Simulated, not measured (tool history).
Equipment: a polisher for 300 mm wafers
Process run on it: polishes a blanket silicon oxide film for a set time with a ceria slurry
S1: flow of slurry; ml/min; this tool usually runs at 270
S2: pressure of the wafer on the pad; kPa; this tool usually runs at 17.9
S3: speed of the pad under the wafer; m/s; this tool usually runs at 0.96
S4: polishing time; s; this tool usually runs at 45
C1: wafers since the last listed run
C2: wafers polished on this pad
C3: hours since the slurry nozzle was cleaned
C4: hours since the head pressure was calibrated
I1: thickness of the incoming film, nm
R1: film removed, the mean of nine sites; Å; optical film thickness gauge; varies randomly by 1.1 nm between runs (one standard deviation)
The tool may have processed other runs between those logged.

run   hour   S1    S2    S3  S4   C1   C2     C3      C4      I1    R1
  1      0  270  17.9  0.96  45    0  790  330.6   819.3  1234.7  1273
  2    7.4  270  17.9  0.96  45   72  862    338   826.7  1229.4  1264
      24.5  -- worn pad replaced by a new one
  3     25  270  17.9  0.96  45  133    5  355.6   844.3  1240.9  1374
  4   61.5  270  17.9  0.96  45  357  362  392.1   880.8  1230.6  1303
  5   72.6  270    20  0.96  45  108  471  403.2   891.9  1234.1  1410
  6   90.6  270    20  0.96  45  176  648  421.2   909.9  1244.9  1387
  7   97.9  270    20  0.96  45   71  719  428.5   917.2    1233  1390
  8  106.8  270  17.9  0.88  45   87  806  437.4   926.1  1264.3  1176
     113.5  -- worn pad replaced by a new one
  9  113.9  270  17.9  0.88  45   30    3  444.5   933.2  1250.5  1318
 10    126  270  17.9  0.88  45  118  122  456.6   945.3  1225.8  1260
 11  135.6  270  17.9  0.96  45   94  216  466.2   954.9    1226  1291
 12    145  270  17.9  0.96  41   92  308  475.6   964.3    1247  1175
 13  162.9  270  17.9  0.96  45  175  483  493.5   982.2  1226.9  1248
     168.9  -- slurry nozzle cleaned
 14  169.8  270  17.9  0.96  45   57  541    0.9   989.1  1219.2  1271
 15  184.7  270  17.9  0.96  45  145  687   15.8    1004  1244.7  1230
 16  192.4  270  17.9  0.96  45   75  763   23.5  1011.7    1241  1231
     202.1  -- worn pad replaced by a new one
 17  207.2  270  17.9  0.96  45  105   50   38.3  1026.5  1244.4  1343
 18  224.5  270  17.9  0.96  45  169  219   55.6  1043.8    1221  1305
 19  239.8  270  13.8  1.24  45  149  369   70.9  1059.1  1257.6  1161
 20  257.1  270  17.9  0.96  45  169  539   88.2  1076.4  1243.2  1257
     267.6  -- head pressure recalibrated
 21  271.8  210  21.4  0.96  61  124  663  102.9     4.2  1244.9  2211
 22  278.3  315  17.9   0.7  39   63  727  109.4    10.7  1242.8  1028
     288.2  -- worn pad replaced by a new one
 23  288.7  315  13.1  0.76  51   62    4  119.8    21.1  1245.9  1142
 24  304.8  270  17.9  0.96  45  157  162  135.9    37.2  1245.8  1472
 25  320.7  305  13.8  0.96  45  155  317  151.8    53.1  1240.1  1143
 26  337.8  270  17.9  0.96  45  167  485  168.9    70.2  1244.9  1420
 27  349.9  340  20.7  1.06  45  118  604    181    82.3  1240.3  1767
 28  361.9  355  24.1  0.96  30  117  721    193    94.3  1230.6  1285
     383.1  -- worn pad replaced by a new one
 29  383.6  270  17.9  0.96  30  173    4  214.7     116    1229  1020
 30  394.6  320  17.9  1.14  45  107  112  225.7     127  1225.6  1654
 31  409.3  315  17.9   0.7  39  144  256  240.4   141.7  1247.3  1072
 32  418.4  270  17.9  0.96  45   89  345  249.5   150.8  1241.3  1413
 33  432.3  310  17.9  0.72  37  136  481  263.4   164.7  1238.6   996
 34  441.1  270  20.7  0.96  51   86  568  272.2   173.5  1257.4  1844
 35  454.9  315  17.9   0.7  39  135  703    286   187.3  1240.5  1023
 36  471.7  270  17.9   0.7  45  164  867  302.8   204.1  1241.8  1153

Predict each of these 4 candidate next runs independently; none follows another, all start after run 36:
  A  472.1  270  17.9   0.8  45   3  871  303.2  204.5  1229.6   ?
  B  472.1  270  17.9  1.26  36   3  871  303.2  204.5  1229.6   ?
  C  472.1  270  22.1  0.62  38   3  871  303.2  204.5  1229.6   ?
  D  472.1  240  17.9  0.96  45   3  871  303.2  204.5  1229.6   ?

run    R1
  A  1242
  B  1310
  C  1126
  D  1361
Had the tool no hidden state, the same runs would have come out as:
run    R1
  A  1382
  B  1459
  C  1254
  D  1515
